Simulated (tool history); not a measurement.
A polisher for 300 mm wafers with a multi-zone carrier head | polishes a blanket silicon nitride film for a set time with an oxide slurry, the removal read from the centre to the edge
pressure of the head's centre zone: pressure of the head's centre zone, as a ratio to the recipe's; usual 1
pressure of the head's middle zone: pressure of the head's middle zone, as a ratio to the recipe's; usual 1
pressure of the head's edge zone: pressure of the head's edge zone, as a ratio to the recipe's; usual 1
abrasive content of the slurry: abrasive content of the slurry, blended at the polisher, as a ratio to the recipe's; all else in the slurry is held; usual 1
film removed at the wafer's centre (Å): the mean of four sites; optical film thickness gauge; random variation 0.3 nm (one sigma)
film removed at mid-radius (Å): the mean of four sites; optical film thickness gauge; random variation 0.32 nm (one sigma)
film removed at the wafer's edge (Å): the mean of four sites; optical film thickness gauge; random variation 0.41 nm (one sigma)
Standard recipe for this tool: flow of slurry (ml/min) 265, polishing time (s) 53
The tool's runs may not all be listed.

run,hour,flow of slurry (ml/min),pressure of the head's centre zone,pressure of the head's middle zone,pressure of the head's edge zone,abrasive content of the slurry,polishing time (s),wafers since the last listed run,wafers polished on this pad,hours since the slurry nozzle was cleaned,hours since the centre zone pressure was calibrated,hours since the edge zone pressure was calibrated,hours since the carrier head's membrane was replaced,"incoming thickness of the incoming film, nm",film removed at the wafer's centre (Å),film removed at mid-radius (Å),film removed at the wafer's edge (Å)
1,0,320,1,1,1,0.7,41,0,1860,554.4,42.9,461.3,141.1,513.9,181,184,186
# hour 31.1: edge zone pressure recalibrated
2,61.2,340,1,1,0.92,1,53,415,2276,615.6,104.1,30.1,202.3,508.2,273,278,268
# hour 70.3: slurry nozzle cleaned
3,99,265,1,1.1,0.94,1.25,53,258,2534,28.7,141.9,67.9,240.1,511.9,302,319,300
4,157.5,265,0.94,0.93,0.9,1,64,410,2945,87.2,200.4,126.4,298.6,503.7,312,306,313
# hour 175.9: worn pad replaced by a new one
5,281,175,1.05,1.1,1,1,53,839,738,210.7,323.9,249.9,422.1,503,261,274,263
6,331.8,315,1,1.07,1,1,53,356,1094,261.5,374.7,300.7,472.9,510.4,286,294,295
# hour 356.4: carrier head's membrane replaced by a new one
7,388.6,265,1.08,1,1,0.75,39,363,1458,318.3,431.5,357.5,32.2,509,187,174,175
8,449.7,265,1,1,1,0.8,53,429,1887,379.4,492.6,418.6,93.3,510.4,242,240,245
9,486.1,175,1.05,1.1,1,1,53,255,2143,415.8,529,455,129.7,505.9,240,254,250
10,532.2,265,0.89,1,0.96,1,53,323,2467,461.9,575.1,501.1,175.8,506.8,245,261,261
# hour 550.5: edge zone pressure recalibrated
11,566.4,265,1,1,1,1,53,226,2693,496.1,609.3,15.9,210,505.8,258,260,268
12,595.4,265,1,1.09,1,1,53,203,2897,525.1,638.3,44.9,239,519.1,257,277,270
# hour 603.9: worn pad replaced by a new one
13,650.2,265,1.1,1,1.04,1,67,356,325,579.9,693.1,99.7,293.8,515.7,363,342,359
# hour 656.5: slurry nozzle cleaned
14,693.9,335,1.12,1,1,1,59,299,625,37.4,736.8,143.4,337.5,511.7,360,327,325
15,725.6,265,1,1,1,1,53,222,847,69.1,768.5,175.1,369.2,514.1,289,289,293
16,763.6,195,1.12,1,0.88,1.15,53,266,1114,107.1,806.5,213.1,407.2,510,302,282,273
# hour 828.6: carrier head's membrane replaced by a new one
17,834.8,265,1,0.92,1,1,53,464,1579,178.3,877.7,284.3,6.2,501.2,276,258,281
# hour 870.5: centre zone pressure recalibrated
18,897.6,265,1,1.12,1,1,53,426,2006,241.1,27.1,347.1,69,514.6,275,287,280
19,955.5,265,1,1,1.08,1,53,406,2413,299,85,405,126.9,512.7,272,265,283
20,988.9,265,1.09,0.89,1,1,53,234,2647,332.4,118.4,438.4,160.3,507.3,280,236,265
21,1017.6,305,0.97,1.03,1,1,53,201,2849,361.1,147.1,467.1,189,516,268,275,278

4 ways to go on from here, each from the tool as it stands after run 21. What would each give?
A,1018,265,1.07,1,1,1,53,2,2852,361.5,147.5,467.5,189.4,508.4,?,?,?
B,1018,215,0.96,0.94,1,1,53,2,2852,361.5,147.5,467.5,189.4,508.4,?,?,?
C,1018,265,1,1,1.1,1,36,2,2852,361.5,147.5,467.5,189.4,508.4,?,?,?
D,1018,350,1,1,1,1.25,62,2,2852,361.5,147.5,467.5,189.4,508.4,?,?,?

run,film removed at the wafer's centre (Å),film removed at mid-radius (Å),film removed at the wafer's edge (Å)
A,275,257,262
B,245,235,254
C,179,175,185
D,354,343,346
Take away the tool's hidden state, keep each run's random variation, and the runs would have read:
run,film removed at the wafer's centre (Å),film removed at mid-radius (Å),film removed at the wafer's edge (Å)
A,316,293,294
B,287,272,288
C,206,199,208
D,400,385,384
